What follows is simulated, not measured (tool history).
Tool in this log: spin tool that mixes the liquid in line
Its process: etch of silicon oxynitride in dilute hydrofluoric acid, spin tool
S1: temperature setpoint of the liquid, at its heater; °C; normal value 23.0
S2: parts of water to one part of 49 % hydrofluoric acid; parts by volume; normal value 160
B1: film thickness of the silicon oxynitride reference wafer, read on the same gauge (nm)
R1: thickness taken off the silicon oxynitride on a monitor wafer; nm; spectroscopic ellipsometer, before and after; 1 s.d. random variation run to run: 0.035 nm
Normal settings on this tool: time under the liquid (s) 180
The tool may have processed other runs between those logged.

{"run": 1, "day": 0.0, "S1": 23.0, "S2": 160, "time under the liquid (s)": 215, "B1": 60.011, "R1": 1.709}
{"run": 2, "day": 2.125, "S1": 23.0, "S2": 160, "time under the liquid (s)": 180, "B1": 60.01, "R1": 1.522}
{"run": 3, "day": 6.608, "S1": 23.0, "S2": 160, "time under the liquid (s)": 180, "B1": 60.0, "R1": 1.459}
{"run": 4, "day": 10.675, "S1": 21.0, "S2": 160, "time under the liquid (s)": 235, "B1": 59.985, "R1": 1.7}
{"run": 5, "day": 14.379, "S1": 21.0, "S2": 160, "time under the liquid (s)": 235, "B1": 59.994, "R1": 1.812}
{"run": 6, "day": 18.679, "S1": 23.0, "S2": 120, "time under the liquid (s)": 180, "B1": 60.019, "R1": 2.039}
{"run": 7, "day": 21.188, "S1": 23.0, "S2": 160, "time under the liquid (s)": 180, "B1": 59.969, "R1": 1.524}
{"run": 8, "day": 23.292, "S1": 23.0, "S2": 160, "time under the liquid (s)": 180, "B1": 59.99, "R1": 1.55}
{"day": 24.808, "done": "thermometer replaced"}
{"run": 9, "day": 24.825, "S1": 23.0, "S2": 160, "time under the liquid (s)": 180, "B1": 60.0, "R1": 1.36}
{"day": 27.75, "done": "hydrofluoric acid flow meter replaced"}
{"run": 10, "day": 28.554, "S1": 23.0, "S2": 140, "time under the liquid (s)": 205, "B1": 59.985, "R1": 1.792}
{"run": 11, "day": 32.396, "S1": 23.0, "S2": 140, "time under the liquid (s)": 205, "B1": 60.002, "R1": 1.819}
{"run": 12, "day": 36.046, "S1": 23.0, "S2": 160, "time under the liquid (s)": 180, "B1": 60.009, "R1": 1.363}
{"run": 13, "day": 39.35, "S1": 18.5, "S2": 100, "time under the liquid (s)": 215, "B1": 60.011, "R1": 2.238}
{"run": 14, "day": 43.208, "S1": 25.5, "S2": 140, "time under the liquid (s)": 250, "B1": 59.989, "R1": 2.597}
{"run": 15, "day": 46.104, "S1": 27.5, "S2": 85, "time under the liquid (s)": 80, "B1": 60.008, "R1": 1.576}
{"run": 16, "day": 48.896, "S1": 23.0, "S2": 160, "time under the liquid (s)": 180, "B1": 59.981, "R1": 1.445}
{"run": 17, "day": 51.517, "S1": 24.5, "S2": 220, "time under the liquid (s)": 290, "B1": 59.988, "R1": 1.771}
{"run": 18, "day": 55.858, "S1": 23.0, "S2": 160, "time under the liquid (s)": 180, "B1": 60.002, "R1": 1.409}
{"day": 59.804, "done": "gauge calibrated"}
{"run": 19, "day": 60.008, "S1": 23.0, "S2": 195, "time under the liquid (s)": 180, "B1": 59.998, "R1": 1.128}
{"run": 20, "day": 64.25, "S1": 23.0, "S2": 110, "time under the liquid (s)": 210, "B1": 60.01, "R1": 2.582}
{"run": 21, "day": 65.825, "S1": 24.5, "S2": 220, "time under the liquid (s)": 290, "B1": 60.001, "R1": 1.681}
{"run": 22, "day": 67.338, "S1": 25.5, "S2": 95, "time under the liquid (s)": 250, "B1": 60.01, "R1": 4.063}
{"run": 23, "day": 70.012, "S1": 23.0, "S2": 105, "time under the liquid (s)": 255, "B1": 59.997, "R1": 3.253}
{"run": 24, "day": 71.846, "S1": 23.0, "S2": 115, "time under the liquid (s)": 250, "B1": 59.994, "R1": 2.861}
{"run": 25, "day": 74.158, "S1": 23.0, "S2": 105, "time under the liquid (s)": 180, "B1": 60.009, "R1": 2.347}
{"run": 26, "day": 76.704, "S1": 23.0, "S2": 160, "time under the liquid (s)": 180, "B1": 59.995, "R1": 1.483}
{"run": 27, "day": 78.929, "S1": 27.5, "S2": 160, "time under the liquid (s)": 180, "B1": 59.972, "R1": 1.833}
{"run": 28, "day": 81.033, "S1": 23.0, "S2": 160, "time under the liquid (s)": 270, "B1": 59.988, "R1": 2.143}
{"run": 29, "day": 83.292, "S1": 23.0, "S2": 160, "time under the liquid (s)": 180, "B1": 60.016, "R1": 1.441}
{"run": 30, "day": 86.342, "S1": 26.0, "S2": 220, "time under the liquid (s)": 235, "B1": 59.993, "R1": 1.59}
{"run": 31, "day": 88.508, "S1": 23.0, "S2": 160, "time under the liquid (s)": 180, "B1": 60.0, "R1": 1.53}
{"run": 32, "day": 92.321, "S1": 21.5, "S2": 125, "time under the liquid (s)": 85, "B1": 59.98, "R1": 0.852}
{"day": 94.258, "done": "hydrofluoric acid flow meter replaced"}
{"run": 33, "day": 95.404, "S1": 23.0, "S2": 200, "time under the liquid (s)": 180, "B1": 59.996, "R1": 1.201}

Here are 4 independent what-if runs from the current tool condition. What would each one return?
{"run": "A", "day": 95.425, "S1": 26.5, "S2": 160, "time under the liquid (s)": 180, "B1": "?", "R1": "?"}
{"run": "B", "day": 95.425, "S1": 21.0, "S2": 110, "time under the liquid (s)": 125, "B1": "?", "R1": "?"}
{"run": "C", "day": 95.425, "S1": 19.0, "S2": 215, "time under the liquid (s)": 245, "B1": "?", "R1": "?"}
{"run": "D", "day": 95.425, "S1": 27.0, "S2": 160, "time under the liquid (s)": 100, "B1": "?", "R1": "?"}

run=A B1=59.993 R1=1.796
run=B B1=59.993 R1=1.476
run=C B1=59.993 R1=1.248
run=D B1=59.993 R1=1.020
With the hidden condition removed and each run's random variation left untouched, the same runs would have given:
run=A R1=1.620
run=B R1=1.319
run=C R1=1.120
run=D R1=0.920
